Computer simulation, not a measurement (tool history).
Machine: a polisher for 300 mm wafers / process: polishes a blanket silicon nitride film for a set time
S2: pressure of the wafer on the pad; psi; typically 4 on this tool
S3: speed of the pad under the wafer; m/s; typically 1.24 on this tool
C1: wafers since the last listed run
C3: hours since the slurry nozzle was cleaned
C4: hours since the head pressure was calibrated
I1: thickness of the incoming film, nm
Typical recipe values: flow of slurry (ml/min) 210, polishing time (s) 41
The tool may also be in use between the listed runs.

Run 1, hour 0: usual settings but S2 2.9 psi; C1 0; wafers polished on this pad 856; C3 163.2; C4 262.1; I1 872.4. Result: film removed (angstrom) 609.
At hour 17.5: worn pad replaced by a new one.
Run 2, hour 24.7: usual settings; C1 185; wafers polished on this pad 64; C3 187.9; C4 286.8; I1 890.2. Result: film removed (angstrom) 728.
Run 3, hour 53.1: usual settings; C1 255; wafers polished on this pad 319; C3 216.3; C4 315.2; I1 879.4. Result: film removed (angstrom) 743.
Run 4, hour 62: usual settings; C1 79; wafers polished on this pad 399; C3 225.2; C4 324.1; I1 894.4. Result: film removed (angstrom) 727.
Run 5, hour 76.1: usual settings but flow of slurry (ml/min) 230; C1 126; wafers polished on this pad 526; C3 239.3; C4 338.2; I1 905.1. Result: film removed (angstrom) 714.
Run 6, hour 91.4: usual settings but flow of slurry (ml/min) 230; C1 137; wafers polished on this pad 663; C3 254.6; C4 353.5; I1 908.7. Result: film removed (angstrom) 702.
At hour 106.2: worn pad replaced by a new one.
Run 7, hour 106.7: usual settings but flow of slurry (ml/min) 230; C1 101; wafers polished on this pad 4; C3 269.9; C4 368.8; I1 894.3. Result: film removed (angstrom) 696.
Run 8, hour 115.7: usual settings; C1 80; wafers polished on this pad 85; C3 278.9; C4 377.8; I1 896.6. Result: film removed (angstrom) 708.
Run 9, hour 130.1: usual settings; C1 129; wafers polished on this pad 214; C3 293.3; C4 392.2; I1 885.7. Result: film removed (angstrom) 710.
Run 10, hour 143.7: usual settings but S3 0.96 m/s; C1 122; wafers polished on this pad 337; C3 306.9; C4 405.8; I1 897.6. Result: film removed (angstrom) 619.
Run 11, hour 156.7: usual settings but S3 1.12 m/s; C1 116; wafers polished on this pad 453; C3 319.9; C4 418.8; I1 877.2. Result: film removed (angstrom) 664.
Run 12, hour 168.5: usual settings but S3 1.02 m/s; C1 105; wafers polished on this pad 559; C3 331.7; C4 430.6; I1 907.9. Result: film removed (angstrom) 636.
Run 13, hour 182.9: usual settings but S3 1.02 m/s; C1 129; wafers polished on this pad 689; C3 346.1; C4 445; I1 891.2. Result: film removed (angstrom) 615.
Run 14, hour 199.5: usual settings but S3 1.02 m/s; C1 149; wafers polished on this pad 838; C3 362.7; C4 461.6; I1 889.9. Result: film removed (angstrom) 621.
At hour 211.1: worn pad replaced by a new one.
At hour 214.2: slurry nozzle cleaned.
Run 15, hour 214.7: usual settings; C1 91; wafers polished on this pad 23; C3 0.5; C4 476.8; I1 886.3. Result: film removed (angstrom) 719.
Run 16, hour 221.2: usual settings; C1 58; wafers polished on this pad 81; C3 7; C4 483.3; I1 875.6. Result: film removed (angstrom) 716.
Run 17, hour 233.4: usual settings; C1 109; wafers polished on this pad 191; C3 19.2; C4 495.5; I1 879.7. Result: film removed (angstrom) 730.
At hour 237.4: head pressure recalibrated.
Run 18, hour 242.9: usual settings; C1 67; wafers polished on this pad 258; C3 28.7; C4 5.5; I1 897.8. Result: film removed (angstrom) 780.
Run 19, hour 252.2: usual settings but flow of slurry (ml/min) 180, S3 1.04 m/s; C1 83; wafers polished on this pad 342; C3 38; C4 14.8; I1 877.3. Result: film removed (angstrom) 693.
Run 20, hour 260.7: usual settings but S2 3 psi; C1 76; wafers polished on this pad 418; C3 46.5; C4 23.3; I1 880.9. Result: film removed (angstrom) 663.
Run 21, hour 278.2: usual settings but S2 4.9 psi, polishing time (s) 34; C1 157; wafers polished on this pad 575; C3 64; C4 40.8; I1 888.9. Result: film removed (angstrom) 700.
Run 22, hour 286.6: usual settings; C1 75; wafers polished on this pad 651; C3 72.4; C4 49.2; I1 896.2. Result: film removed (angstrom) 763.
Run 23, hour 296.5: usual settings but S2 4.8 psi, S3 1.04 m/s; C1 88; wafers polished on this pad 740; C3 82.3; C4 59.1; I1 889.7. Result: film removed (angstrom) 793.
Run 24, hour 305.4: usual settings; C1 79; wafers polished on this pad 820; C3 91.2; C4 68; I1 895.4. Result: film removed (angstrom) 787.
At hour 312.4: worn pad replaced by a new one.
Run 25, hour 318.4: usual settings but flow of slurry (ml/min) 145, S2 5.3 psi; C1 80; wafers polished on this pad 53; C3 104.2; C4 81; I1 897.2. Result: film removed (angstrom) 845.
Run 26, hour 333.4: usual settings but flow of slurry (ml/min) 175, polishing time (s) 32; C1 134; wafers polished on this pad 188; C3 119.2; C4 96; I1 895.8. Result: film removed (angstrom) 567.
Run 27, hour 341.3: usual settings but flow of slurry (ml/min) 275, S3 1.46 m/s; C1 70; wafers polished on this pad 259; C3 127.1; C4 103.9; I1 896.3. Result: film removed (angstrom) 868.
Run 28, hour 354.6: usual settings but flow of slurry (ml/min) 280; C1 119; wafers polished on this pad 378; C3 140.4; C4 117.2; I1 881.8. Result: film removed (angstrom) 786.
Run 29, hour 360.9: usual settings but polishing time (s) 29; C1 56; wafers polished on this pad 435; C3 146.7; C4 123.5; I1 890.2. Result: film removed (angstrom) 528.
Run 30, hour 374.3: usual settings but flow of slurry (ml/min) 280, S2 2.7 psi, S3 0.94 m/s, polishing time (s) 55; C1 120; wafers polished on this pad 555; C3 160.1; C4 136.9; I1 900.7. Result: film removed (angstrom) 732.
Run 31, hour 384.6: usual settings but flow of slurry (ml/min) 230, S2 2.7 psi; C1 92; wafers polished on this pad 648; C3 170.4; C4 147.2; I1 897.6. Result: film removed (angstrom) 594.
Run 32, hour 391.2: usual settings; C1 59; wafers polished on this pad 707; C3 177; C4 153.8; I1 897.3. Result: film removed (angstrom) 739.

Each row is a separate what-if for the run after 32, all from the same tool condition, not one after another. Results?
Run A, hour 391.6: usual settings but polishing time (s) 30; C1 3; wafers polished on this pad 711; C3 177.4; C4 154.2; I1 902.3. Result: film removed (angstrom) ?.
Run B, hour 391.6: usual settings but S2 5.2 psi; C1 3; wafers polished on this pad 711; C3 177.4; C4 154.2; I1 902.3. Result: film removed (angstrom) ?.
Run C, hour 391.6: usual settings but flow of slurry (ml/min) 280, S2 4.4 psi, S3 1.04 m/s, polishing time (s) 51; C1 3; wafers polished on this pad 711; C3 177.4; C4 154.2; I1 902.3. Result: film removed (angstrom) ?.
Run D, hour 391.6: usual settings but flow of slurry (ml/min) 265, S2 5 psi; C1 3; wafers polished on this pad 711; C3 177.4; C4 154.2; I1 902.3. Result: film removed (angstrom) ?.

run  film removed (angstrom)
  A                      534
  B                      861
  C                      920
  D                      868
Stripped of hidden state, with their random variation kept, the same runs would have yielded:
run  film removed (angstrom)
  A                      566
  B                      913
  C                      967
  D                      914

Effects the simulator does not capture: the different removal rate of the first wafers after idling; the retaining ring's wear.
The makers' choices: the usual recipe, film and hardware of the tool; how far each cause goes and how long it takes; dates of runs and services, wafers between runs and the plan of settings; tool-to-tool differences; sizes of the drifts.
